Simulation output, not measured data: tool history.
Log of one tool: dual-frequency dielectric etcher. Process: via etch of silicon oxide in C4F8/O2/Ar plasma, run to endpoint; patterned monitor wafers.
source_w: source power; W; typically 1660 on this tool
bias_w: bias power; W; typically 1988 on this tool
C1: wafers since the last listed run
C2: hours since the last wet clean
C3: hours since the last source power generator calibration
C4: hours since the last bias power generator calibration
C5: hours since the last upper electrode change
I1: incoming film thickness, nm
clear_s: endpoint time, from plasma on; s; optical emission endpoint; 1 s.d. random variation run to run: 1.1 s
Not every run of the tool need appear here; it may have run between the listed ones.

run 1 day=0 | source_w=1660 bias_w=1988 | C1=0 C2=408.5 C3=4524.9 C4=1648 C5=4525.3 | I1=1737.3 | clear_s=380.7
run 2 day=0.325 | source_w=1660 bias_w=1988 | C1=47 C2=416.3 C3=4532.7 C4=1655.8 C5=4533.1 | I1=1735.1 | clear_s=380.6
run 3 day=1.046 | source_w=1980 bias_w=1988 | C1=105 C2=433.6 C3=4550 C4=1673.1 C5=4550.4 | I1=1712.9 | clear_s=355.3
run 4 day=1.329 | source_w=1980 bias_w=1988 | C1=41 C2=440.4 C3=4556.8 C4=1679.9 C5=4557.2 | I1=1730.4 | clear_s=356.8
run 5 day=1.812 | source_w=1980 bias_w=1988 | C1=70 C2=452 C3=4568.4 C4=1691.5 C5=4568.8 | I1=1723.9 | clear_s=357.5
run 6 day=2.292 | source_w=1810 bias_w=2319 | C1=70 C2=463.5 C3=4579.9 C4=1703 C5=4580.3 | I1=1719.7 | clear_s=353.4
-- day=2.888 source power generator calibrated
-- day=3.462 wet clean of the chamber
-- day=4.104 upper electrode replaced
-- day=4.179 bias power generator calibrated
run 7 day=4.2 | source_w=1410 bias_w=1832 | C1=66 C2=17.7 C3=31.5 C4=0.5 C5=2.3 | I1=1708 | clear_s=385.9
run 8 day=4.217 | source_w=1820 bias_w=2239 | C1=2 C2=18.1 C3=31.9 C4=0.9 C5=2.7 | I1=1725.2 | clear_s=339.6
run 9 day=4.238 | source_w=1920 bias_w=1582 | C1=3 C2=18.6 C3=32.4 C4=1.4 C5=3.2 | I1=1726.9 | clear_s=360.6
run 10 day=4.254 | source_w=1660 bias_w=1988 | C1=2 C2=19 C3=32.8 C4=1.8 C5=3.6 | I1=1733 | clear_s=363.3
run 11 day=4.638 | source_w=1660 bias_w=1988 | C1=56 C2=28.2 C3=42 C4=11 C5=12.8 | I1=1718.2 | clear_s=361.7
run 12 day=5.121 | source_w=1350 bias_w=2416 | C1=70 C2=39.8 C3=53.6 C4=22.6 C5=24.4 | I1=1726.1 | clear_s=371.5
run 13 day=5.446 | source_w=1960 bias_w=1570 | C1=47 C2=47.6 C3=61.4 C4=30.4 C5=32.2 | I1=1742 | clear_s=363.7
run 14 day=5.704 | source_w=1400 bias_w=1737 | C1=37 C2=53.8 C3=67.6 C4=36.6 C5=38.4 | I1=1727.8 | clear_s=397
run 15 day=6.05 | source_w=1660 bias_w=1988 | C1=50 C2=62.1 C3=75.9 C4=44.9 C5=46.7 | I1=1715.4 | clear_s=361.1

Across each entry between runs, compare the hidden state at the last listed run before it with the hidden state at the first listed run after it:
After run 6, before run 7: source power generator calibrated (day 2.888); wet clean of the chamber (day 3.462); upper electrode replaced (day 4.104); bias power generator calibrated (day 4.179)
  etch rate over this chamber's usual, %: -4.82 -> 0.0477
  difference, measured minus the result without the unlogged condition, clear_s: +17 -> -0.2 s
